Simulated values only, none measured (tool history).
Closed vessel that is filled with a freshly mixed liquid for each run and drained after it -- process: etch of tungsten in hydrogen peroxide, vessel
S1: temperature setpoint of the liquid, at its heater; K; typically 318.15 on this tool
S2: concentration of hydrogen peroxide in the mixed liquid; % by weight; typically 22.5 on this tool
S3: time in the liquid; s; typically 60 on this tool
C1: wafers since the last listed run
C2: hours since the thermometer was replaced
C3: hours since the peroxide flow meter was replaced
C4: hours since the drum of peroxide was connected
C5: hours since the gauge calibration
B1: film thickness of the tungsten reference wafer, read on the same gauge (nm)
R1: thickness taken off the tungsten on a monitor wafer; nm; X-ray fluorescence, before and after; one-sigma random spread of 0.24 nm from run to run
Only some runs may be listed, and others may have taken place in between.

| run | day | S1 | S2 | S3 | C1 | C2 | C3 | C4 | C5 | B1 | R1 |
|---|---|---|---|---|---|---|---|---|---|---|---|
| 1 | 0.000 | 318.15 | 25.5 | 60 | 0 | 581.1 | 2287.7 | 874.9 | 322.4 | 109.99 | 84.48 |
| 2 | 1.017 | 318.15 | 25.5 | 60 | 3344 | 605.5 | 2312.1 | 899.3 | 346.8 | 109.98 | 85.50 |
| 3 | 1.454 | 318.15 | 22.5 | 60 | 1439 | 616.0 | 2322.6 | 909.8 | 357.3 | 109.97 | 80.04 |
| 4 | 1.733 | 318.15 | 22.5 | 60 | 918 | 622.7 | 2329.3 | 916.5 | 364.0 | 110.02 | 79.99 |
| 5 | 3.712 | 318.15 | 22.5 | 60 | 6510 | 670.2 | 2376.8 | 964.0 | 411.5 | 109.99 | 80.03 |
|  | 5.004 | new drum of peroxide connected |
|  | 5.054 | peroxide flow meter replaced |
| 6 | 5.588 | 318.15 | 22.5 | 60 | 5893 | 715.2 | 12.8 | 14.0 | 456.5 | 110.00 | 83.05 |
| 7 | 6.112 | 318.15 | 22.5 | 60 | 1727 | 727.8 | 25.4 | 26.6 | 469.1 | 110.02 | 83.58 |
| 8 | 6.538 | 318.15 | 22.5 | 60 | 1398 | 738.0 | 35.6 | 36.8 | 479.3 | 110.02 | 83.41 |
| 9 | 6.842 | 318.15 | 22.5 | 60 | 1000 | 745.3 | 42.9 | 44.1 | 486.6 | 109.98 | 83.30 |
| 10 | 7.425 | 322.15 | 22.5 | 60 | 1918 | 759.3 | 56.9 | 58.1 | 500.6 | 110.02 | 107.10 |
| 11 | 8.079 | 318.15 | 22.5 | 60 | 2151 | 775.0 | 72.6 | 73.8 | 516.3 | 109.98 | 83.88 |
| 12 | 8.625 | 318.15 | 22.5 | 60 | 1795 | 788.1 | 85.7 | 86.9 | 529.4 | 109.99 | 83.78 |
| 13 | 9.233 | 326.65 | 22.5 | 60 | 2001 | 802.7 | 100.3 | 101.5 | 544.0 | 110.06 | 139.53 |
| 14 | 9.892 | 318.15 | 19.0 | 40 | 2165 | 818.5 | 116.1 | 117.3 | 559.8 | 110.00 | 51.11 |
|  | 10.288 | gauge calibrated |
| 15 | 11.079 | 318.15 | 22.5 | 60 | 3906 | 847.0 | 144.6 | 145.8 | 19.0 | 110.00 | 84.01 |
| 16 | 11.796 | 318.15 | 22.5 | 60 | 2357 | 864.2 | 161.8 | 163.0 | 36.2 | 110.01 | 84.06 |
| 17 | 12.162 | 318.15 | 26.0 | 60 | 1206 | 873.0 | 170.6 | 171.8 | 45.0 | 109.99 | 90.80 |
| 18 | 12.525 | 318.15 | 22.5 | 60 | 1192 | 881.7 | 179.3 | 180.5 | 53.7 | 110.02 | 83.89 |
| 19 | 13.221 | 324.15 | 26.0 | 60 | 2289 | 898.4 | 196.0 | 197.2 | 70.4 | 109.99 | 130.64 |
| 20 | 13.538 | 324.65 | 25.0 | 50 | 1041 | 906.0 | 203.6 | 204.8 | 78.0 | 110.04 | 110.18 |
|  | 14.121 | thermometer replaced |
| 21 | 14.142 | 318.15 | 22.5 | 30 | 1850 | 0.5 | 218.1 | 219.3 | 92.5 | 110.01 | 39.15 |
| 22 | 14.367 | 318.15 | 22.5 | 60 | 740 | 5.9 | 223.5 | 224.7 | 97.9 | 110.02 | 78.96 |
| 23 | 14.712 | 318.15 | 22.5 | 60 | 1137 | 14.2 | 231.8 | 233.0 | 106.2 | 110.02 | 78.36 |
| 24 | 15.350 | 314.15 | 25.0 | 60 | 2097 | 29.5 | 247.1 | 248.3 | 121.5 | 110.01 | 63.82 |
| 25 | 15.642 | 318.15 | 22.5 | 60 | 959 | 36.5 | 254.1 | 255.3 | 128.5 | 110.01 | 78.71 |
| 26 | 16.188 | 326.65 | 17.5 | 90 | 1795 | 49.6 | 267.2 | 268.4 | 141.6 | 110.02 | 174.57 |
| 27 | 17.483 | 313.65 | 22.5 | 45 | 4262 | 80.7 | 298.3 | 299.5 | 172.7 | 110.04 | 44.19 |
| 28 | 17.938 | 320.65 | 22.5 | 80 | 1494 | 91.6 | 309.2 | 310.4 | 183.6 | 109.94 | 123.01 |
| 29 | 18.583 | 318.15 | 19.0 | 60 | 2124 | 107.1 | 324.7 | 325.9 | 199.1 | 109.98 | 72.22 |
| 30 | 18.979 | 308.65 | 17.5 | 35 | 1302 | 116.6 | 334.2 | 335.4 | 208.6 | 109.97 | 21.92 |
| 31 | 19.933 | 313.15 | 28.0 | 45 | 3138 | 139.5 | 357.1 | 358.3 | 231.5 | 109.99 | 47.89 |

Pick out some run-to-run changes in R1. Of each, how much would a tool without hidden state show as well, from the settings, what came in and chance, and how much is left for the hidden state and any gauge scatter not in both results compared?
The tool's hidden condition here consists of: liquid hotter than its thermometer reads (K); peroxide flow above the setpoint (%); peroxide weaker than its label (%); gauge reads high (%).
Run 5 -> 6: new drum of peroxide connected, peroxide flow meter replaced. R1 +3.02 nm: hidden state +3.40, all else -0.38.
Run 13 -> 14: S1 326.65 -> 318.15, S2 22.5 -> 19.0, S3 60 -> 40. R1 -88.42 nm: hidden state -3.73, all else -84.69.
Run 20 -> 21: S1 324.65 -> 318.15, S2 25.0 -> 22.5, S3 50 -> 30, thermometer replaced. R1 -71.03 nm: hidden state -5.73, all else -65.30.
Run 25 -> 26: S1 318.15 -> 326.65, S2 22.5 -> 17.5, S3 60 -> 90. R1 +95.86 nm: hidden state -1.30, all else +97.16.
Run 26 -> 27: S1 326.65 -> 313.65, S2 17.5 -> 22.5, S3 90 -> 45. R1 -130.38 nm: hidden state +1.84, all else -132.22.
